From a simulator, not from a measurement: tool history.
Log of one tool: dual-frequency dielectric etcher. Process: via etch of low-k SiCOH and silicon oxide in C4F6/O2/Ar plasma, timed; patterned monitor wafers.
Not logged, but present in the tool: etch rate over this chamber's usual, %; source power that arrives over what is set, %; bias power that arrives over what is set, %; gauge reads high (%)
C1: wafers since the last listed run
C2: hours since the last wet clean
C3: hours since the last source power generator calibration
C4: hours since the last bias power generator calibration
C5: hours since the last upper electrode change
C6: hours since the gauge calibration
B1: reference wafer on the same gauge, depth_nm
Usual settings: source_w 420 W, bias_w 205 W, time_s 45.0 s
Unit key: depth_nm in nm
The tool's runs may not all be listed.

run 1 hour=0.0 | source_w=420 bias_w=205 time_s=45.0 | C1=0 C2=145.6 C3=2833.6 C4=1805.9 C5=2421.9 C6=292.4 | B1=131.0 | depth_nm=113.7
run 2 hour=49.5 | source_w=420 bias_w=205 time_s=45.0 | C1=772 C2=195.1 C3=2883.1 C4=1855.4 C5=2471.4 C6=341.9 | B1=130.7 | depth_nm=114.0
run 3 hour=75.7 | source_w=420 bias_w=205 time_s=45.0 | C1=408 C2=221.3 C3=2909.3 C4=1881.6 C5=2497.6 C6=368.1 | B1=130.8 | depth_nm=113.8
run 4 hour=127.0 | source_w=420 bias_w=205 time_s=45.0 | C1=800 C2=272.6 C3=2960.6 C4=1932.9 C5=2548.9 C6=419.4 | B1=131.1 | depth_nm=113.0
run 5 hour=158.9 | source_w=420 bias_w=205 time_s=45.0 | C1=497 C2=304.5 C3=2992.5 C4=1964.8 C5=2580.8 C6=451.3 | B1=131.0 | depth_nm=113.0
-- hour=197.4 gauge calibrated
run 6 hour=224.4 | source_w=420 bias_w=205 time_s=45.0 | C1=1021 C2=370.0 C3=3058.0 C4=2030.3 C5=2646.3 C6=27.0 | B1=131.1 | depth_nm=113.2
run 7 hour=271.5 | source_w=420 bias_w=205 time_s=45.0 | C1=734 C2=417.1 C3=3105.1 C4=2077.4 C5=2693.4 C6=74.1 | B1=131.2 | depth_nm=112.1
run 8 hour=320.2 | source_w=420 bias_w=205 time_s=45.0 | C1=759 C2=465.8 C3=3153.8 C4=2126.1 C5=2742.1 C6=122.8 | B1=131.3 | depth_nm=112.0
-- hour=358.6 source power generator calibrated
run 9 hour=363.3 | source_w=420 bias_w=205 time_s=45.0 | C1=609 C2=508.9 C3=4.7 C4=2169.2 C5=2785.2 C6=165.9 | B1=131.0 | depth_nm=112.7
run 10 hour=403.6 | source_w=420 bias_w=205 time_s=45.0 | C1=628 C2=549.2 C3=45.0 C4=2209.5 C5=2825.5 C6=206.2 | B1=131.0 | depth_nm=111.6
run 11 hour=433.6 | source_w=480 bias_w=220 time_s=32.0 | C1=467 C2=579.2 C3=75.0 C4=2239.5 C5=2855.5 C6=236.2 | B1=130.8 | depth_nm=88.0
run 12 hour=469.0 | source_w=420 bias_w=205 time_s=45.0 | C1=552 C2=614.6 C3=110.4 C4=2274.9 C5=2890.9 C6=271.6 | B1=131.1 | depth_nm=111.7
-- hour=499.3 upper electrode replaced, of another model than before
-- hour=504.1 wet clean of the chamber
run 13 hour=525.1 | source_w=420 bias_w=171 time_s=37.0 | C1=425 C2=21.0 C3=166.5 C4=2331.0 C5=25.8 C6=327.7 | B1=131.2 | depth_nm=89.5
-- hour=555.7 bias power generator calibrated
run 14 hour=570.7 | source_w=340 bias_w=173 time_s=33.5 | C1=648 C2=66.6 C3=212.1 C4=15.0 C5=71.4 C6=373.3 | B1=131.1 | depth_nm=67.0
-- hour=577.0 gauge calibrated
run 15 hour=597.8 | source_w=450 bias_w=183 time_s=37.0 | C1=422 C2=93.7 C3=239.2 C4=42.1 C5=98.5 C6=20.8 | B1=131.0 | depth_nm=95.7
run 16 hour=661.5 | source_w=450 bias_w=233 time_s=45.0 | C1=993 C2=157.4 C3=302.9 C4=105.8 C5=162.2 C6=84.5 | B1=131.0 | depth_nm=123.7
run 17 hour=729.8 | source_w=420 bias_w=156 time_s=56.0 | C1=1065 C2=225.7 C3=371.2 C4=174.1 C5=230.5 C6=152.8 | B1=131.2 | depth_nm=131.6
run 18 hour=763.2 | source_w=470 bias_w=247 time_s=45.0 | C1=520 C2=259.1 C3=404.6 C4=207.5 C5=263.9 C6=186.2 | B1=131.0 | depth_nm=129.6
run 19 hour=800.5 | source_w=420 bias_w=205 time_s=45.0 | C1=581 C2=296.4 C3=441.9 C4=244.8 C5=301.2 C6=223.5 | B1=131.0 | depth_nm=113.0
run 20 hour=858.5 | source_w=460 bias_w=181 time_s=45.0 | C1=904 C2=354.4 C3=499.9 C4=302.8 C5=359.2 C6=281.5 | B1=130.8 | depth_nm=117.4

For each run, the measured value with the value that run would have given without the tool's hidden condition subtracted. The run-to-run variation is shared by both, the gauge scatter possibly not:
run=1 depth_nm=-0.5
run=2 depth_nm=-0.8
run=3 depth_nm=-0.8
run=4 depth_nm=-1.1
run=5 depth_nm=-1.3
run=6 depth_nm=-1.5
run=7 depth_nm=-1.8
run=8 depth_nm=-2.0
run=9 depth_nm=-2.2
run=10 depth_nm=-2.4
run=11 depth_nm=-2.0
run=12 depth_nm=-2.8
run=13 depth_nm=-0.3
run=14 depth_nm=-0.3
run=15 depth_nm=-0.6
run=16 depth_nm=-1.0
run=17 depth_nm=-1.5
run=18 depth_nm=-1.6
run=19 depth_nm=-1.6
run=20 depth_nm=-2.0
